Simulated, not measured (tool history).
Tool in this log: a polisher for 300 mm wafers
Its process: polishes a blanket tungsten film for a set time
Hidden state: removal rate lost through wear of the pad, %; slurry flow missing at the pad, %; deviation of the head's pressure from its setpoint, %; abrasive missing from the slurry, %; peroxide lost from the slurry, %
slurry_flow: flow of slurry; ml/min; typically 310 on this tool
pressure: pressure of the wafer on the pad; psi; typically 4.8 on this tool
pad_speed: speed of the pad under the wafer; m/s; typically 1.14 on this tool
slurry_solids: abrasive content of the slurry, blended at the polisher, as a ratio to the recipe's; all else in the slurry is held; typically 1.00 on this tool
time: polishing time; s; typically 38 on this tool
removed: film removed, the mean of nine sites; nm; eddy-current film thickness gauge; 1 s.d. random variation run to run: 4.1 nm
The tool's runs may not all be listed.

run	day	slurry_flow	pressure	pad_speed	slurry_solids	time	wafers since the last listed run	wafers polished on this pad	hours since the slurry nozzle was cleaned	hours since the head pressure was calibrated	hours since the slurry blender was calibrated	hours since the slurry got fresh peroxide	incoming thickness of the incoming film, nm	removed
1	0.000	310	4.8	1.14	1.10	38	0	538	748.8	248.0	546.4	268.1	743.2	287.3
# day 1.633: slurry blender recalibrated
2	1.958	310	4.8	1.14	0.85	38	787	1326	795.8	295.0	7.8	315.1	741.9	255.4
3	5.000	310	4.8	1.14	0.85	38	1277	2603	868.8	368.0	80.8	388.1	739.7	250.1
4	8.092	310	4.8	1.14	1.00	38	1298	3902	943.0	442.2	155.0	462.3	733.5	264.8
# day 10.542: slurry nozzle cleaned
5	11.400	310	4.8	1.14	1.00	38	1371	5273	20.6	521.6	234.4	541.7	724.1	266.6
6	12.979	310	4.8	1.14	1.00	38	663	5937	58.5	559.5	272.3	579.6	738.2	259.9
# day 14.038: head pressure recalibrated
# day 14.375: slurry tank refilled with fresh slurry and peroxide
7	15.217	310	4.8	1.00	1.00	38	887	6824	112.2	28.3	326.0	20.2	750.4	233.3
8	19.283	225	4.8	1.14	1.00	38	1707	8531	209.8	125.9	423.6	117.8	737.3	253.5
9	21.246	310	4.8	1.14	1.00	38	824	9356	256.9	173.0	470.7	164.9	752.6	253.7
10	26.892	340	6.0	1.14	0.90	42	2370	11727	392.4	308.5	606.2	300.4	744.6	327.4
# day 28.229: worn pad replaced by a new one
# day 29.271: slurry blender recalibrated
11	29.558	310	4.8	1.14	0.85	38	1014	523	456.4	372.5	6.9	364.4	746.9	258.0
12	31.408	310	4.8	1.14	1.00	49	776	1300	500.8	416.9	51.3	408.8	750.1	350.0
13	33.488	310	4.8	1.14	1.00	30	873	2173	550.7	466.8	101.2	458.7	752.0	206.6
14	36.825	310	4.8	1.14	0.80	49	1401	3575	630.8	546.9	181.3	538.8	740.4	306.5
# day 38.812: slurry tank refilled with fresh slurry and peroxide
15	39.821	310	4.8	1.14	1.00	38	1240	4815	702.7	618.8	253.2	24.2	747.4	262.5
16	43.171	240	4.8	1.52	1.00	38	1406	6222	783.1	699.2	333.6	104.6	750.8	299.6
# day 44.488: head pressure recalibrated
17	46.083	255	4.8	0.90	1.00	38	1188	7410	853.0	38.3	403.5	174.5	750.6	221.0
# day 46.133: slurry nozzle cleaned
18	48.704	310	5.2	1.30	0.70	43	1083	8493	61.7	101.2	466.4	237.4	754.0	296.1
19	51.288	310	4.8	1.14	1.00	43	1084	9578	123.7	163.2	528.4	299.4	734.8	285.6
# day 56.412: slurry blender recalibrated
20	58.229	310	3.3	1.14	1.00	38	2880	12458	290.3	329.8	43.6	466.0	734.9	193.5
# day 58.433: worn pad replaced by a new one
21	61.208	240	4.8	1.00	1.00	38	1181	1165	361.8	401.3	115.1	537.5	746.5	247.9
22	65.254	310	4.8	1.14	1.00	38	1699	2864	458.9	498.4	212.2	634.6	747.5	267.8
23	67.771	310	4.8	1.14	1.00	38	1056	3921	519.3	558.8	272.6	695.0	736.9	257.9
# day 69.004: slurry tank refilled with fresh slurry and peroxide
24	70.492	405	4.8	1.14	1.00	38	1125	5046	584.6	624.1	337.9	35.7	751.4	263.6
# day 74.621: head pressure recalibrated
# day 79.117: slurry nozzle cleaned
25	81.088	240	4.8	1.32	1.25	38	4397	9443	47.3	155.2	592.2	290.0	746.0	291.3

Predict each of these 5 candidate next runs independently; none follows another, all start after run 25:
A	81.104	310	4.8	1.14	1.00	38	6	9450	47.7	155.6	592.6	290.4	749.3	?
B	81.104	310	4.8	1.14	1.20	33	6	9450	47.7	155.6	592.6	290.4	749.3	?
C	81.104	365	4.8	1.46	1.00	43	6	9450	47.7	155.6	592.6	290.4	749.3	?
D	81.104	270	6.1	1.14	1.15	25	6	9450	47.7	155.6	592.6	290.4	749.3	?
E	81.104	310	4.8	1.36	0.80	43	6	9450	47.7	155.6	592.6	290.4	749.3	?

run	removed
A	256.2
B	236.1
C	343.7
D	212.7
E	299.8
Without the tool's hidden state the same runs would have given:
run	removed
A	280.3
B	258.2
C	375.9
D	232.6
E	327.8
